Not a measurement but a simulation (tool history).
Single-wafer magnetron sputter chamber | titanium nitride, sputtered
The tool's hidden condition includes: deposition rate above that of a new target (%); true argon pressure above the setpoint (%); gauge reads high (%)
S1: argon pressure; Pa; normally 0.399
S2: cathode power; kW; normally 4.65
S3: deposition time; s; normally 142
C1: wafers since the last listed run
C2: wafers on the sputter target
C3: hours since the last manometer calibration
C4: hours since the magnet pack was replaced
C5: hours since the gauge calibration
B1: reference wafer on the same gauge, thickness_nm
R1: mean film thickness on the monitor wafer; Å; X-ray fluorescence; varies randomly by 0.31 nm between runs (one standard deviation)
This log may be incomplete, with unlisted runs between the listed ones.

run   hour     S1    S2   S3    C1    C2      C3      C4     C5       B1       R1
  1      0  0.399  4.65  159     0  3543  2804.2  3730.9  239.2  112.846  1406.58
  2  134.1  0.399  4.65  142  1354  4898  2938.3    3865  373.3  113.109  1248.44
  3  184.1  0.399  4.65  142   505  5403  2988.3    3915  423.3  112.939  1237.93
  4  255.3  0.399  4.65  142   719  6122  3059.5  3986.2  494.5  113.115  1235.58
     278.5  -- sputter target and shields replaced
  5  317.6  0.399  4.65  142   548   395  3121.8  4048.5  556.8  113.022  1265.28
  6  343.1  0.399  4.65  142   257   652  3147.3    4074  582.3  112.986  1262.82
     372.9  -- capacitance manometer re-zeroed and calibrated
  7  375.1  0.399  4.65  142   242   895     2.2    4106  614.3  112.928  1267.17
     423.5  -- magnet pack replaced
  8  439.9  0.399   5.6  142   573  1469      67    16.4  679.1  112.977  1518.86
  9  482.1  0.399  4.65  142   426  1895   109.2    58.6  721.3  113.128  1255.18
 10  547.3  0.462  4.05  131   658  2554   174.4   123.8  786.5  113.063   985.52
     687.3  -- gauge calibrated
 11  696.6  0.399  3.75  142  1508  4062   323.7   273.1    9.3  112.932  1004.93
 12  765.3  0.399  4.65  142   694  4756   392.4   341.8     78  112.952  1239.98
 13  805.6  0.255  5.45  129   407  5164   432.7   382.1  118.3  113.084  1411.88
     830.7  -- sputter target and shields replaced
 14  877.1  0.323  5.55  134   641   468   504.2   453.6  189.8  113.011  1480.22
 15  912.6  0.399  4.65  130   358   827   539.7   489.1  225.3  113.093  1157.69

State the hidden condition of the tool at each of the runs:
true argon pressure above the setpoint (%): 0 in every run
gauge reads high (%): 0 in every run
H1: deposition rate above that of a new target (%)
run      H1
  1      -1
  2   -1.84
  3   -2.22
  4   -2.82
  5  -0.544
  6  -0.564
  7  -0.602
  8  -0.727
  9  -0.841
 10   -1.07
 11   -1.83
 12    -2.3
 13    -2.6
 14  -0.555
 15  -0.589
